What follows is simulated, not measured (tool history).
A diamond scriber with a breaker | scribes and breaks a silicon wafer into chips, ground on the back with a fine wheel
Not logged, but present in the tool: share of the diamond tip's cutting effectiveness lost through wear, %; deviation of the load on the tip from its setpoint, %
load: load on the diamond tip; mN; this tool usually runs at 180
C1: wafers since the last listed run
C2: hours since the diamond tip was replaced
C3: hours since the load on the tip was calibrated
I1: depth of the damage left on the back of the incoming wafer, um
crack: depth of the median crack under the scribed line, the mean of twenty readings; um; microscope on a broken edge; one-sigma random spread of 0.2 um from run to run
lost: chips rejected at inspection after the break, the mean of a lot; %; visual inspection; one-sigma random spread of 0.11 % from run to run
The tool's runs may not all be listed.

run 1 hour=0.0 | load=180 | C1=0 C2=735.8 C3=314.1 | I1=1.89 | crack=8.23 lost=11.28
run 2 hour=61.7 | load=180 | C1=342 C2=797.5 C3=375.8 | I1=2.02 | crack=8.32 lost=11.21
run 3 hour=124.6 | load=164 | C1=349 C2=860.4 C3=438.7 | I1=2.97 | crack=7.94 lost=17.88
run 4 hour=169.9 | load=164 | C1=251 C2=905.7 C3=484.0 | I1=1.98 | crack=7.86 lost=17.82
run 5 hour=220.0 | load=164 | C1=278 C2=955.8 C3=534.1 | I1=2.05 | crack=7.91 lost=17.50
-- hour=273.5 diamond tip replaced by a new one
run 6 hour=291.8 | load=180 | C1=387 C2=18.3 C3=605.9 | I1=1.51 | crack=10.04 lost=1.81
run 7 hour=318.3 | load=180 | C1=147 C2=44.8 C3=632.4 | I1=1.79 | crack=9.69 lost=1.91
run 8 hour=351.6 | load=180 | C1=184 C2=78.1 C3=665.7 | I1=1.70 | crack=9.80 lost=2.30
run 9 hour=415.5 | load=203 | C1=354 C2=142.0 C3=729.6 | I1=2.99 | crack=10.24 lost=3.00
run 10 hour=480.2 | load=203 | C1=359 C2=206.7 C3=794.3 | I1=1.86 | crack=10.33 lost=1.88
run 11 hour=537.8 | load=153 | C1=319 C2=264.3 C3=851.9 | I1=1.52 | crack=7.79 lost=12.41
run 12 hour=597.9 | load=153 | C1=333 C2=324.4 C3=912.0 | I1=1.95 | crack=8.09 lost=15.30
run 13 hour=660.9 | load=180 | C1=349 C2=387.4 C3=975.0 | I1=1.68 | crack=8.96 lost=5.76
run 14 hour=723.0 | load=180 | C1=344 C2=449.5 C3=1037.1 | I1=2.88 | crack=8.76 lost=8.90
run 15 hour=777.2 | load=180 | C1=300 C2=503.7 C3=1091.3 | I1=2.14 | crack=8.83 lost=6.83
run 16 hour=824.1 | load=180 | C1=260 C2=550.6 C3=1138.2 | I1=2.90 | crack=8.94 lost=8.16
run 17 hour=893.7 | load=160 | C1=386 C2=620.2 C3=1207.8 | I1=2.01 | crack=8.17 lost=15.08
run 18 hour=928.8 | load=137 | C1=194 C2=655.3 C3=1242.9 | I1=1.97 | crack=7.23 lost=26.30
run 19 hour=954.7 | load=137 | C1=143 C2=681.2 C3=1268.8 | I1=2.62 | crack=7.13 lost=27.85
run 20 hour=1008.7 | load=231 | C1=299 C2=735.2 C3=1322.8 | I1=2.03 | crack=10.68 lost=2.12
run 21 hour=1078.7 | load=221 | C1=388 C2=805.2 C3=1392.8 | I1=2.04 | crack=9.90 lost=1.90
run 22 hour=1132.0 | load=134 | C1=295 C2=858.5 C3=1446.1 | I1=1.88 | crack=7.22 lost=27.59
run 23 hour=1184.2 | load=180 | C1=289 C2=910.7 C3=1498.3 | I1=1.90 | crack=8.97 lost=7.04
-- hour=1195.9 diamond tip replaced by a new one
run 24 hour=1224.7 | load=212 | C1=213 C2=28.8 C3=1538.8 | I1=2.62 | crack=11.98 lost=6.78
-- hour=1241.5 load on the tip recalibrated
run 25 hour=1286.0 | load=180 | C1=329 C2=90.1 C3=44.5 | I1=2.69 | crack=9.82 lost=4.06
run 26 hour=1331.8 | load=180 | C1=254 C2=135.9 C3=90.3 | I1=2.18 | crack=9.41 lost=4.19
run 27 hour=1389.8 | load=194 | C1=322 C2=193.9 C3=148.3 | I1=1.76 | crack=9.59 lost=2.70
run 28 hour=1414.2 | load=180 | C1=135 C2=218.3 C3=172.7 | I1=1.95 | crack=9.11 lost=5.98
run 29 hour=1439.0 | load=231 | C1=137 C2=243.1 C3=197.5 | I1=2.87 | crack=10.78 lost=2.97
run 30 hour=1498.8 | load=180 | C1=332 C2=302.9 C3=257.3 | I1=2.16 | crack=8.70 lost=6.89
run 31 hour=1549.7 | load=180 | C1=282 C2=353.8 C3=308.2 | I1=1.81 | crack=8.75 lost=7.88
run 32 hour=1574.8 | load=129 | C1=139 C2=378.9 C3=333.3 | I1=1.99 | crack=7.00 lost=29.59
run 33 hour=1609.7 | load=156 | C1=193 C2=413.8 C3=368.2 | I1=2.35 | crack=7.67 lost=20.10
run 34 hour=1672.7 | load=180 | C1=349 C2=476.8 C3=431.2 | I1=2.10 | crack=8.48 lost=9.33
run 35 hour=1703.6 | load=228 | C1=171 C2=507.7 C3=462.1 | I1=1.76 | crack=10.21 lost=1.78
run 36 hour=1729.0 | load=166 | C1=141 C2=533.1 C3=487.5 | I1=2.55 | crack=7.71 lost=14.80
run 37 hour=1774.8 | load=159 | C1=254 C2=578.9 C3=533.3 | I1=2.12 | crack=8.08 lost=18.91
run 38 hour=1835.8 | load=180 | C1=338 C2=639.9 C3=594.3 | I1=2.96 | crack=8.37 lost=11.91
run 39 hour=1864.0 | load=217 | C1=156 C2=668.1 C3=622.5 | I1=2.19 | crack=9.77 lost=3.24

What will run 40 give?
run 40 hour=1912.1 | load=220 | C1=267 C2=716.2 C3=670.6 | I1=1.53 | crack=? lost=?

Run 40 came out at crack 9.52 um, lost 2.38 %.
Take away the tool's hidden state, keep the run-to-run variation as it was, and the same run would have given crack 11.58 um, lost 5.92 %.
